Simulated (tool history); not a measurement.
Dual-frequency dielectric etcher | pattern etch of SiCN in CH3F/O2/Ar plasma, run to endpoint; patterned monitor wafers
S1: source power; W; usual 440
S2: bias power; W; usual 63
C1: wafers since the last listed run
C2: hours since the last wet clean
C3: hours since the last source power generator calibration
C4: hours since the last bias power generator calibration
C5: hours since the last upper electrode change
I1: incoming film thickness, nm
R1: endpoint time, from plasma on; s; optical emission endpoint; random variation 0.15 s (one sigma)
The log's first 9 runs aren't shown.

run	day	S1	S2	C1	C2	C3	C4	C5	I1	R1
10	6.121	410	63	215	174.2	3273.2	3480.1	5582.8	6.82	18.2
11	7.5	440	63	342	207.3	3306.3	3513.2	5615.9	6.82	17.9
12	8.792	440	63	320	238.3	3337.3	3544.2	5646.9	6.79	17.9
13	9.483	440	63	171	254.9	3353.9	3560.8	5663.5	6.79	18.1
14	10.433	440	63	235	277.7	3376.7	3583.6	5686.3	6.8	17.9
15	11.238	440	63	199	297	3396	3602.9	5705.6	6.78	17.8
16	12.162	440	63	229	319.2	3418.2	3625.1	5727.8	6.85	18
17	12.729	440	63	140	332.8	3431.8	3638.7	5741.4	6.84	18
18	13.238	440	63	126	345	3444	3650.9	5753.6	6.73	17.7
19	14.533	440	63	321	376.1	3475.1	3682	5784.7	6.8	17.9
# day 16.262: upper electrode replaced
20	16.283	350	56	186	418.1	3517.1	3724	0.5	6.83	19.4
21	16.512	340	74	56	423.6	3522.6	3729.5	6	6.82	18.8
22	17.483	340	49	240	446.9	3545.9	3752.8	29.3	6.81	20.2
23	18.933	440	78	359	481.7	3580.7	3787.6	64.1	6.81	17.1
24	19.446	400	63	127	494	3593	3799.9	76.4	6.78	18.2
# day 20.179: source power generator calibrated
25	20.762	330	55	285	525.6	14	3831.5	108	6.83	19.9
# day 21.821: wet clean of the chamber
26	21.842	440	48	19	0.5	39.9	3857.4	133.9	6.76	18.4
# day 22.192: bias power generator calibrated
27	22.725	480	75	177	21.7	61.1	12.8	155.1	6.77	17
28	23.717	440	63	245	45.5	84.9	36.6	178.9	6.81	17.8
29	24.608	480	57	221	66.9	106.3	58	200.3	6.84	17.9
30	25.808	500	48	297	95.7	135.1	86.8	229.1	6.76	17.9
31	26.538	340	63	180	113.2	152.6	104.3	246.6	6.75	18.8
32	27.875	410	73	331	145.3	184.7	136.4	278.7	6.81	17.7
33	29.058	380	51	293	173.7	213.1	164.8	307.1	6.77	19.2

Forecast each of these 3 alternatives for the next run:
A	29.075	440	63	4	174.1	213.5	165.2	307.5	6.75	?
B	29.075	400	56	4	174.1	213.5	165.2	307.5	6.75	?
C	29.075	370	71	4	174.1	213.5	165.2	307.5	6.75	?

run	R1
A	17.7
B	18.6
C	18.1
Without the tool's hidden state the same runs would have given:
run	R1
A	17.7
B	18.6
C	18.1

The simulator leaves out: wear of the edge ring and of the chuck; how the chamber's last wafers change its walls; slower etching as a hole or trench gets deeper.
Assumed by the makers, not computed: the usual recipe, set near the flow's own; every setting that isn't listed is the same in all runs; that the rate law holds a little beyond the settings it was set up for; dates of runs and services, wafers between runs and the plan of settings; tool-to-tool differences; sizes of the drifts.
